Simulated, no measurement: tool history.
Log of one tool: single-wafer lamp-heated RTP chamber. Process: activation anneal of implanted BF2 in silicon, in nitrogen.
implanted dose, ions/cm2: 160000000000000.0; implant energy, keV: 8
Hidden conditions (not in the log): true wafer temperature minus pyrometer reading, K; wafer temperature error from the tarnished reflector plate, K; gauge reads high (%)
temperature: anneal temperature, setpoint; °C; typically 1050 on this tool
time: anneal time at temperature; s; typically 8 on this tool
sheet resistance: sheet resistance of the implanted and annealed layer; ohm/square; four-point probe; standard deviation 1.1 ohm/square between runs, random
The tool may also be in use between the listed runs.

| run | day | temperature | time | wafers since the last listed run | wafers since the last pyrometer calibration | wafers since the reflector plate was cleaned | hours since the gauge calibration | read-back reference wafer on the same gauge, sheet resistance | sheet resistance |
|---|---|---|---|---|---|---|---|---|---|
| 1 | 0 | 1041 | 11 | 0 | 829 | 11862 | 212.2 | 693.04 | 759.9 |
| 2 | 0.35 | 1041 | 11 | 193 | 1022 | 12056 | 220.6 | 693.12 | 758.77 |
| 3 | 0.846 | 1050 | 8 | 274 | 1296 | 12330 | 232.5 | 692.87 | 762.98 |
| 4 | 1.483 | 1068 | 4 | 352 | 1649 | 12682 | 247.8 | 693.14 | 769.83 |
| 5 | 1.883 | 1068 | 8 | 221 | 1870 | 12903 | 257.4 | 692.84 | 752.66 |
| 6 | 2.825 | 1068 | 8 | 520 | 2390 | 13423 | 280 | 692.95 | 753.16 |
|  | 3.421 | gauge calibrated |
| 7 | 3.671 | 1068 | 8 | 467 | 2858 | 13891 | 6 | 693.11 | 748.06 |
|  | 4.162 | pyrometer window cleaned and pyrometer calibrated |
| 8 | 4.292 | 1050 | 8 | 158 | 71 | 14050 | 20.9 | 692.83 | 764.18 |
|  | 4.688 | reflector plate cleaned |
| 9 | 4.954 | 1050 | 8 | 181 | 253 | 147 | 36.8 | 692.9 | 763.49 |
| 10 | 5.579 | 1050 | 8 | 345 | 598 | 493 | 51.8 | 693.08 | 763.72 |
| 11 | 6.071 | 1061 | 10 | 271 | 870 | 764 | 63.6 | 692.82 | 752.64 |
| 12 | 6.504 | 1050 | 8 | 239 | 1109 | 1004 | 74 | 692.97 | 764.48 |
| 13 | 6.946 | 1063 | 5 | 244 | 1353 | 1248 | 84.6 | 693.07 | 766.31 |
| 14 | 7.592 | 1025 | 9 | 356 | 1710 | 1605 | 100.1 | 693.01 | 770.71 |
| 15 | 8.2 | 1042 | 12 | 336 | 2046 | 1941 | 114.7 | 692.94 | 752.68 |
|  | 8.892 | pyrometer window cleaned and pyrometer calibrated |
| 16 | 8.912 | 1067 | 6 | 209 | 12 | 2150 | 131.8 | 693.04 | 766.25 |
| 17 | 9.288 | 1080 | 8 | 207 | 219 | 2358 | 140.8 | 692.81 | 749.67 |
| 18 | 9.983 | 1038 | 8 | 384 | 604 | 2742 | 157.5 | 693.05 | 769.83 |
| 19 | 10.621 | 1068 | 8 | 352 | 956 | 3094 | 172.8 | 693.2 | 754.86 |

The tool's hidden state at each run:
wafer temperature error from the tarnished reflector plate, K: 0 at every run
gauge reads high (%): 0 at every run
H1: true wafer temperature minus pyrometer reading, K
| run | H1 |
|---|---|
| 1 | 4.73 |
| 2 | 5.52 |
| 3 | 6.64 |
| 4 | 8.08 |
| 5 | 8.99 |
| 6 | 11.1 |
| 7 | 13 |
| 8 | 1.25 |
| 9 | 2.75 |
| 10 | 4.16 |
| 11 | 5.27 |
| 12 | 6.25 |
| 13 | 7.25 |
| 14 | 8.71 |
| 15 | 10.1 |
| 16 | 0.0672 |
| 17 | 0.915 |
| 18 | 2.49 |
| 19 | 3.93 |
